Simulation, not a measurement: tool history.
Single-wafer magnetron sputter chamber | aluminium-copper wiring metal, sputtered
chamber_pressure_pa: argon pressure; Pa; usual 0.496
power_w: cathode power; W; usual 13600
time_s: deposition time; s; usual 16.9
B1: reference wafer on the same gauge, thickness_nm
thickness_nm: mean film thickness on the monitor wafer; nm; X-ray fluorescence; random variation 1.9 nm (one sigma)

run 1 day=0 | chamber_pressure_pa=0.496 power_w=13600 time_s=16.9 | B1=345.369 | thickness_nm=391.853
run 2 day=2.633 | chamber_pressure_pa=0.496 power_w=13600 time_s=16.9 | B1=345.062 | thickness_nm=393.378
run 3 day=4.288 | chamber_pressure_pa=0.496 power_w=13600 time_s=16.9 | B1=344.856 | thickness_nm=396.155
run 4 day=6.071 | chamber_pressure_pa=0.496 power_w=13600 time_s=16.9 | B1=345.084 | thickness_nm=392.136
-- day=7.183 sputter target and shields replaced
run 5 day=7.204 | chamber_pressure_pa=0.496 power_w=13600 time_s=16.9 | B1=344.768 | thickness_nm=393.03
run 6 day=8.667 | chamber_pressure_pa=0.496 power_w=13600 time_s=16.9 | B1=344.881 | thickness_nm=394.026
run 7 day=10.275 | chamber_pressure_pa=0.496 power_w=13600 time_s=16.9 | B1=344.766 | thickness_nm=388.929
run 8 day=12.842 | chamber_pressure_pa=0.496 power_w=13600 time_s=16.9 | B1=344.875 | thickness_nm=391.345
run 9 day=14.483 | chamber_pressure_pa=0.391 power_w=11650 time_s=16.9 | B1=345.153 | thickness_nm=366.457
run 10 day=16.267 | chamber_pressure_pa=0.391 power_w=11650 time_s=16.9 | B1=345.14 | thickness_nm=366.465
-- day=16.696 capacitance manometer re-zeroed and calibrated
run 11 day=17.608 | chamber_pressure_pa=0.496 power_w=13600 time_s=16.9 | B1=344.782 | thickness_nm=397.439
run 12 day=18.662 | chamber_pressure_pa=0.582 power_w=16350 time_s=16.9 | B1=344.968 | thickness_nm=436.298
run 13 day=20.55 | chamber_pressure_pa=0.631 power_w=11950 time_s=18.8 | B1=345.091 | thickness_nm=383.311
-- day=21.933 sputter target and shields replaced
run 14 day=22.4 | chamber_pressure_pa=0.427 power_w=14600 time_s=19.6 | B1=345.233 | thickness_nm=501.323
run 15 day=24.646 | chamber_pressure_pa=0.553 power_w=16950 time_s=19.7 | B1=345.02 | thickness_nm=530.866
run 16 day=25.804 | chamber_pressure_pa=0.496 power_w=13600 time_s=16.9 | B1=344.822 | thickness_nm=399.563
-- day=30.671 gauge calibrated
-- day=33.279 magnet pack replaced
run 17 day=33.517 | chamber_pressure_pa=0.62 power_w=13600 time_s=16.9 | B1=344.955 | thickness_nm=380.836
-- day=34.975 sputter target and shields replaced
run 18 day=36.254 | chamber_pressure_pa=0.563 power_w=13600 time_s=16.9 | B1=345.109 | thickness_nm=386.9
run 19 day=38.262 | chamber_pressure_pa=0.496 power_w=13600 time_s=16.9 | B1=345.414 | thickness_nm=395.066
run 20 day=41.183 | chamber_pressure_pa=0.313 power_w=14700 time_s=16.9 | B1=345.31 | thickness_nm=454.58
run 21 day=42.888 | chamber_pressure_pa=0.333 power_w=16750 time_s=14.6 | B1=345.081 | thickness_nm=425.896
run 22 day=44.275 | chamber_pressure_pa=0.496 power_w=13600 time_s=16.9 | B1=344.955 | thickness_nm=397.754

Measured less the same run without the tool's hidden state. The same run-to-run variation is in both; the gauge's scatter may not be:
The hidden state here: deposition rate above that of a new target (%); true argon pressure above the setpoint (%); gauge reads high (%).
run=1 thickness_nm=-3.662
run=2 thickness_nm=-4.225
run=3 thickness_nm=-4.632
run=4 thickness_nm=-5.012
run=5 thickness_nm=-5.311
run=6 thickness_nm=-5.71
run=7 thickness_nm=-6.077
run=8 thickness_nm=-6.867
run=9 thickness_nm=-5.837
run=10 thickness_nm=-6.296
run=11 thickness_nm=+0.444
run=12 thickness_nm=+0.531
run=13 thickness_nm=+0.442
run=14 thickness_nm=+0.354
run=15 thickness_nm=+0.265
run=16 thickness_nm=+0.102
run=17 thickness_nm=-0.827
run=18 thickness_nm=-1.228
run=19 thickness_nm=-1.488
run=20 thickness_nm=-1.714
run=21 thickness_nm=-1.968
run=22 thickness_nm=-2.738

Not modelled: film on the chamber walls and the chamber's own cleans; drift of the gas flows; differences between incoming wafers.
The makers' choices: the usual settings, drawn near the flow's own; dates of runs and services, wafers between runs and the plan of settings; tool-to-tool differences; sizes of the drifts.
